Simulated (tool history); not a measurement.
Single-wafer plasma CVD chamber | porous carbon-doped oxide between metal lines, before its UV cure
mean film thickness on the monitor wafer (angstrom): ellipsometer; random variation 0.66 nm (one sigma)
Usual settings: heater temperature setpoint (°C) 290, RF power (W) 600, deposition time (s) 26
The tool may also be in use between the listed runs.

| run | hour | heater temperature setpoint (°C) | RF power (W) | deposition time (s) | read-back reference wafer on the same gauge, thickness_nm | mean film thickness on the monitor wafer (angstrom) |
|---|---|---|---|---|---|---|
| 1 | 0 | 290 | 690 | 26 | 189.992 | 1935.36 |
| 2 | 7.3 | 294 | 600 | 24.4 | 190.056 | 1616.97 |
| 3 | 14.4 | 294 | 600 | 24.4 | 190.012 | 1604.32 |
| 4 | 29.6 | 294 | 600 | 24.4 | 189.91 | 1611.62 |
| 5 | 35.7 | 290 | 600 | 26 | 190.076 | 1751.05 |
| 6 | 53.5 | 290 | 600 | 26 | 190.043 | 1740.11 |
|  | 72.7 | thermocouple changed; heater temperature recalibrated |
| 7 | 73.2 | 290 | 600 | 26 | 189.889 | 1748.88 |
|  | 85.6 | RF generator calibrated |
|  | 95.2 | showerhead replaced |
| 8 | 99.9 | 290 | 600 | 26 | 190.023 | 1682.86 |
|  | 100.1 | gauge calibrated |
| 9 | 116.7 | 290 | 600 | 26 | 190.217 | 1670.42 |
| 10 | 129.1 | 290 | 690 | 29.6 | 190.075 | 2128.29 |
| 11 | 136.1 | 290 | 690 | 29.6 | 190.067 | 2115.54 |
| 12 | 146.6 | 290 | 650 | 26 | 190.042 | 1775.67 |
|  | 168.7 | RF generator calibrated, repeated, since the last time left the tool worse |
| 13 | 169.2 | 285 | 685 | 21.1 | 189.912 | 1674.56 |
| 14 | 180.8 | 290 | 600 | 26 | 189.949 | 1813.97 |
| 15 | 195.1 | 290 | 560 | 27.6 | 189.95 | 1812.86 |
| 16 | 205.3 | 290 | 600 | 26 | 189.932 | 1817.45 |
| 17 | 243.9 | 300 | 600 | 22.5 | 189.987 | 1489.81 |
| 18 | 251.2 | 295 | 535 | 26 | 189.869 | 1611.83 |
| 19 | 267.4 | 283 | 520 | 23.9 | 189.968 | 1543.38 |
| 20 | 278.5 | 282 | 600 | 26 | 189.831 | 1881.84 |
| 21 | 294.2 | 298 | 680 | 30.6 | 189.946 | 2212.87 |
| 22 | 310.5 | 290 | 680 | 29.6 | 189.929 | 2254.02 |
| 23 | 320.6 | 298 | 490 | 27.7 | 190.176 | 1552.32 |
| 24 | 329.5 | 290 | 560 | 27.6 | 189.963 | 1798.92 |
| 25 | 337.7 | 302 | 520 | 28.1 | 189.988 | 1628.05 |
| 26 | 346.8 | 305 | 555 | 22.7 | 190.007 | 1359.56 |
| 27 | 359.9 | 290 | 600 | 22.9 | 190.013 | 1594.1 |
| 28 | 372.9 | 290 | 600 | 23.6 | 189.878 | 1626.62 |
| 29 | 379.5 | 290 | 600 | 29.4 | 189.993 | 1998.85 |
| 30 | 392.7 | 290 | 600 | 26 | 190.095 | 1785.2 |
| 31 | 402.6 | 299 | 500 | 29.5 | 190.036 | 1661.66 |
| 32 | 419.9 | 290 | 600 | 26 | 189.895 | 1778.99 |
| 33 | 432.5 | 300 | 510 | 30.5 | 189.962 | 1730.55 |

Forecast each of these 5 alternatives for the next run:
| A | 432.9 | 290 | 600 | 26 | ? | ? |
| B | 432.9 | 280 | 520 | 21.9 | ? | ? |
| C | 432.9 | 290 | 600 | 27.8 | ? | ? |
| D | 432.9 | 276 | 600 | 29.2 | ? | ? |
| E | 432.9 | 290 | 600 | 30 | ? | ? |

| run | read-back reference wafer on the same gauge, thickness_nm | mean film thickness on the monitor wafer (angstrom) |
|---|---|---|
| A | 189.889 | 1768.36 |
| B | 189.889 | 1410.2 |
| C | 189.889 | 1886.77 |
| D | 189.889 | 2137.1 |
| E | 189.889 | 2031.35 |
Without the tool's hidden state the same runs would have given:
| run | mean film thickness on the monitor wafer (angstrom) |
|---|---|
| A | 1808.83 |
| B | 1443.55 |
| C | 1929.96 |
| D | 2186.01 |
| E | 2077.84 |

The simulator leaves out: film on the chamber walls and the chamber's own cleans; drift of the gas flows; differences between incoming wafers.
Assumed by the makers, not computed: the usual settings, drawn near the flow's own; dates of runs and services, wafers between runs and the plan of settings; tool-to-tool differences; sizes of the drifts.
